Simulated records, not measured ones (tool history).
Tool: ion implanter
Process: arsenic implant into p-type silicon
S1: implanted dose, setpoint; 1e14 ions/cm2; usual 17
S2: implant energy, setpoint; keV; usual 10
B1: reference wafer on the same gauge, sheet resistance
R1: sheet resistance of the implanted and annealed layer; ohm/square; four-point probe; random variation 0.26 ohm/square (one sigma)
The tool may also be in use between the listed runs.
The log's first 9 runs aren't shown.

{"run": 10, "hour": 618.3, "S1": 17, "S2": 10, "B1": 179, "R1": 161.69}
{"run": 11, "hour": 656.5, "S1": 17, "S2": 10, "B1": 178.97, "R1": 162.12}
{"run": 12, "hour": 804.4, "S1": 17, "S2": 10, "B1": 178.99, "R1": 161.69}
{"run": 13, "hour": 887.4, "S1": 17, "S2": 10, "B1": 179.03, "R1": 160.94}
{"run": 14, "hour": 941.4, "S1": 17, "S2": 10, "B1": 179.01, "R1": 161.25}
{"run": 15, "hour": 993.3, "S1": 17, "S2": 10, "B1": 179, "R1": 161.15}
{"run": 16, "hour": 1068.8, "S1": 14.54, "S2": 13, "B1": 178.98, "R1": 154.6}
{"run": 17, "hour": 1115.1, "S1": 21.47, "S2": 11, "B1": 178.99, "R1": 151.52}
{"run": 18, "hour": 1205.4, "S1": 18.7, "S2": 10, "B1": 179.05, "R1": 158.17}
{"hour": 1296.3, "done": "Faraday cup replaced and dose calibrated"}
{"run": 19, "hour": 1298.7, "S1": 14.18, "S2": 11.5, "B1": 178.94, "R1": 161.34}
{"run": 20, "hour": 1337.7, "S1": 13.68, "S2": 11, "B1": 179.03, "R1": 164.72}
{"run": 21, "hour": 1434.3, "S1": 21.14, "S2": 10, "B1": 179, "R1": 156.18}
{"hour": 1464.5, "done": "extraction supply calibrated"}
{"run": 22, "hour": 1488.9, "S1": 22.06, "S2": 8.5, "B1": 179, "R1": 161.14}
{"hour": 1507.5, "done": "gauge calibrated"}
{"run": 23, "hour": 1545.7, "S1": 17, "S2": 8, "B1": 179.01, "R1": 169.83}
{"run": 24, "hour": 1649.4, "S1": 17, "S2": 10, "B1": 179.01, "R1": 161.59}
{"run": 25, "hour": 1713.0, "S1": 17, "S2": 10, "B1": 179, "R1": 161.86}
{"run": 26, "hour": 1807.3, "S1": 19.51, "S2": 13, "B1": 179, "R1": 147.37}
{"run": 27, "hour": 1903.8, "S1": 17, "S2": 10, "B1": 179.04, "R1": 161.2}
{"run": 28, "hour": 2010.5, "S1": 21.41, "S2": 8, "B1": 179.01, "R1": 163.11}
{"run": 29, "hour": 2061.9, "S1": 17, "S2": 7.5, "B1": 178.98, "R1": 171.47}
{"run": 30, "hour": 2107.6, "S1": 14.05, "S2": 8.5, "B1": 179, "R1": 173.02}
{"run": 31, "hour": 2161.0, "S1": 19.82, "S2": 10, "B1": 179.03, "R1": 157.25}

Forecast each of these 5 alternatives for the next run:
{"run": "A", "hour": 2161.4, "S1": 17, "S2": 6.5, "B1": "?", "R1": "?"}
{"run": "B", "hour": 2161.4, "S1": 19.91, "S2": 7.5, "B1": "?", "R1": "?"}
{"run": "C", "hour": 2161.4, "S1": 15.66, "S2": 8.5, "B1": "?", "R1": "?"}
{"run": "D", "hour": 2161.4, "S1": 19.5, "S2": 7, "B1": "?", "R1": "?"}
{"run": "E", "hour": 2161.4, "S1": 21, "S2": 12, "B1": "?", "R1": "?"}

run=A B1=178.95 R1=176.57
run=B B1=178.95 R1=167.21
run=C B1=178.95 R1=169.71
run=D B1=178.95 R1=170.02
run=E B1=178.95 R1=149.33
Without the tool's hidden state the same runs would have given:
run=A R1=177.59
run=B R1=168.06
run=C R1=170.69
run=D R1=170.91
run=E R1=149.97

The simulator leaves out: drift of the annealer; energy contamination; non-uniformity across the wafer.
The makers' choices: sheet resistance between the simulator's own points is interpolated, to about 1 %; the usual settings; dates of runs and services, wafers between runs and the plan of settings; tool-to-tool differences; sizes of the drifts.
